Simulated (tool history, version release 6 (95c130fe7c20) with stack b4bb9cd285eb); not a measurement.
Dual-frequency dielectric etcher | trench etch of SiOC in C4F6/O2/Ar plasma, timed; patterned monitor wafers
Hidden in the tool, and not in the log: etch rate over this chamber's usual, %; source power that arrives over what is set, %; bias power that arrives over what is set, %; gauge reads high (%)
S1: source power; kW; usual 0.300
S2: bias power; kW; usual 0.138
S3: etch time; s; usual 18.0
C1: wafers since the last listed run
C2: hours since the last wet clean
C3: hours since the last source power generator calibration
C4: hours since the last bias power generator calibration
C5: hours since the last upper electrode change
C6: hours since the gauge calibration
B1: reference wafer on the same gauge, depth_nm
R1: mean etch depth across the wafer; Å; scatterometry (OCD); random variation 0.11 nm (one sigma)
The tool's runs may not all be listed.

run 1 hour=0.0 | S1=0.300 S2=0.138 S3=18.0 | C1=0 C2=78.2 C3=4486.7 C4=3971.7 C5=3707.1 C6=721.6 | B1=34.29 | R1=322.2
run 2 hour=50.2 | S1=0.300 S2=0.126 S3=20.0 | C1=840 C2=128.4 C3=4536.9 C4=4021.9 C5=3757.3 C6=771.8 | B1=34.28 | R1=348.6
run 3 hour=117.1 | S1=0.300 S2=0.126 S3=20.0 | C1=1120 C2=195.3 C3=4603.8 C4=4088.8 C5=3824.2 C6=838.7 | B1=34.27 | R1=346.2
run 4 hour=162.6 | S1=0.300 S2=0.126 S3=20.0 | C1=762 C2=240.8 C3=4649.3 C4=4134.3 C5=3869.7 C6=884.2 | B1=34.31 | R1=346.4
run 5 hour=215.7 | S1=0.350 S2=0.118 S3=18.0 | C1=889 C2=293.9 C3=4702.4 C4=4187.4 C5=3922.8 C6=937.3 | B1=34.31 | R1=328.3
run 6 hour=276.4 | S1=0.350 S2=0.118 S3=18.0 | C1=1016 C2=354.6 C3=4763.1 C4=4248.1 C5=3983.5 C6=998.0 | B1=34.29 | R1=324.2
run 7 hour=334.4 | S1=0.350 S2=0.118 S3=18.0 | C1=971 C2=412.6 C3=4821.1 C4=4306.1 C5=4041.5 C6=1056.0 | B1=34.30 | R1=323.9
-- hour=376.5 wet clean of the chamber
run 8 hour=398.9 | S1=0.300 S2=0.131 S3=18.0 | C1=678 C2=22.4 C3=4885.6 C4=4370.6 C5=4106.0 C6=1120.5 | B1=34.26 | R1=318.4
run 9 hour=432.7 | S1=0.300 S2=0.120 S3=14.5 | C1=566 C2=56.2 C3=4919.4 C4=4404.4 C5=4139.8 C6=1154.3 | B1=34.31 | R1=249.7
run 10 hour=498.0 | S1=0.300 S2=0.120 S3=14.5 | C1=1093 C2=121.5 C3=4984.7 C4=4469.7 C5=4205.1 C6=1219.6 | B1=34.26 | R1=246.3
run 11 hour=550.2 | S1=0.300 S2=0.138 S3=18.0 | C1=874 C2=173.7 C3=5036.9 C4=4521.9 C5=4257.3 C6=1271.8 | B1=34.30 | R1=319.0
-- hour=667.4 upper electrode replaced
run 12 hour=746.6 | S1=0.340 S2=0.138 S3=14.0 | C1=2887 C2=370.1 C3=5233.3 C4=4718.3 C5=79.2 C6=1468.2 | B1=34.30 | R1=260.1
run 13 hour=803.1 | S1=0.300 S2=0.138 S3=18.0 | C1=946 C2=426.6 C3=5289.8 C4=4774.8 C5=135.7 C6=1524.7 | B1=34.31 | R1=313.3
-- hour=868.1 bias power generator calibrated
run 14 hour=873.9 | S1=0.300 S2=0.164 S3=18.0 | C1=1118 C2=497.4 C3=5360.6 C4=5.8 C5=206.5 C6=1595.5 | B1=34.31 | R1=332.3
-- hour=922.5 wet clean of the chamber
run 15 hour=945.8 | S1=0.380 S2=0.138 S3=18.0 | C1=802 C2=23.3 C3=5432.5 C4=77.7 C5=278.4 C6=1667.4 | B1=34.28 | R1=359.1
run 16 hour=989.5 | S1=0.250 S2=0.138 S3=18.0 | C1=732 C2=67.0 C3=5476.2 C4=121.4 C5=322.1 C6=1711.1 | B1=34.30 | R1=295.5
run 17 hour=1056.7 | S1=0.350 S2=0.118 S3=18.0 | C1=1125 C2=134.2 C3=5543.4 C4=188.6 C5=389.3 C6=1778.3 | B1=34.32 | R1=327.6
-- hour=1103.2 source power generator calibrated
run 18 hour=1103.7 | S1=0.360 S2=0.159 S3=22.5 | C1=720 C2=181.2 C3=0.5 C4=235.6 C5=436.3 C6=1825.3 | B1=34.31 | R1=454.2
run 19 hour=1152.3 | S1=0.300 S2=0.126 S3=20.0 | C1=814 C2=229.8 C3=49.1 C4=284.2 C5=484.9 C6=1873.9 | B1=34.30 | R1=343.5
run 20 hour=1190.0 | S1=0.300 S2=0.138 S3=18.0 | C1=631 C2=267.5 C3=86.8 C4=321.9 C5=522.6 C6=1911.6 | B1=34.29 | R1=316.4
run 21 hour=1214.0 | S1=0.340 S2=0.138 S3=18.0 | C1=402 C2=291.5 C3=110.8 C4=345.9 C5=546.6 C6=1935.6 | B1=34.30 | R1=335.3
run 22 hour=1262.3 | S1=0.350 S2=0.162 S3=23.0 | C1=809 C2=339.8 C3=159.1 C4=394.2 C5=594.9 C6=1983.9 | B1=34.33 | R1=453.9
-- hour=1339.3 wet clean of the chamber
run 23 hour=1339.8 | S1=0.300 S2=0.138 S3=18.0 | C1=896 C2=0.5 C3=236.6 C4=471.7 C5=672.4 C6=2061.4 | B1=34.28 | R1=327.3
-- hour=1356.0 gauge calibrated
run 24 hour=1360.8 | S1=0.360 S2=0.157 S3=16.0 | C1=351 C2=21.5 C3=257.6 C4=492.7 C5=693.4 C6=4.8 | B1=34.30 | R1=327.9
run 25 hour=1448.9 | S1=0.300 S2=0.153 S3=18.0 | C1=1475 C2=109.6 C3=345.7 C4=580.8 C5=781.5 C6=92.9 | B1=34.31 | R1=332.8
run 26 hour=1490.8 | S1=0.380 S2=0.138 S3=23.0 | C1=701 C2=151.5 C3=387.6 C4=622.7 C5=823.4 C6=134.8 | B1=34.29 | R1=463.8
run 27 hour=1542.7 | S1=0.280 S2=0.123 S3=20.0 | C1=869 C2=203.4 C3=439.5 C4=674.6 C5=875.3 C6=186.7 | B1=34.34 | R1=335.7
run 28 hour=1704.6 | S1=0.300 S2=0.138 S3=18.0 | C1=2711 C2=365.3 C3=601.4 C4=836.5 C5=1037.2 C6=348.6 | B1=34.32 | R1=318.8

Hidden state at the last listed run before each entry between runs and at the first one after, where it differs:
Between runs 7 and 8: wet clean of the chamber (hour 376.5)
  etch rate over this chamber's usual, %: -2.72 -> -0.819
  measured less the result without the state, R1: -9.0 -> -2.7 Å
Between runs 11 and 12: upper electrode replaced (hour 667.4)
  etch rate over this chamber's usual, %: -1.78 -> -3.02
  measured less the result without the state, R1: -5.8 -> -8.1 Å
Between runs 13 and 14: bias power generator calibrated (hour 868.1)
  etch rate over this chamber's usual, %: -3.37 -> -3.82
  measured less the result without the state, R1: -10.9 -> -13.2 Å
Between runs 14 and 15: wet clean of the chamber (hour 922.5)
  etch rate over this chamber's usual, %: -3.82 -> -0.755
  measured less the result without the state, R1: -13.2 -> -2.7 Å
Between runs 17 and 18: source power generator calibrated (hour 1103.2)
  etch rate over this chamber's usual, %: -1.46 -> -1.75
  measured less the result without the state, R1: -4.8 -> -8.1 Å
Between runs 22 and 23: wet clean of the chamber (hour 1339.3)
  etch rate over this chamber's usual, %: -2.76 -> 0.507
  measured less the result without the state, R1: -12.9 -> +1.6 Å
Between runs 23 and 24: gauge calibrated (hour 1356.0)
  etch rate over this chamber's usual, %: 0.507 -> 0.374
  measured less the result without the state, R1: +1.6 -> +1.2 Å

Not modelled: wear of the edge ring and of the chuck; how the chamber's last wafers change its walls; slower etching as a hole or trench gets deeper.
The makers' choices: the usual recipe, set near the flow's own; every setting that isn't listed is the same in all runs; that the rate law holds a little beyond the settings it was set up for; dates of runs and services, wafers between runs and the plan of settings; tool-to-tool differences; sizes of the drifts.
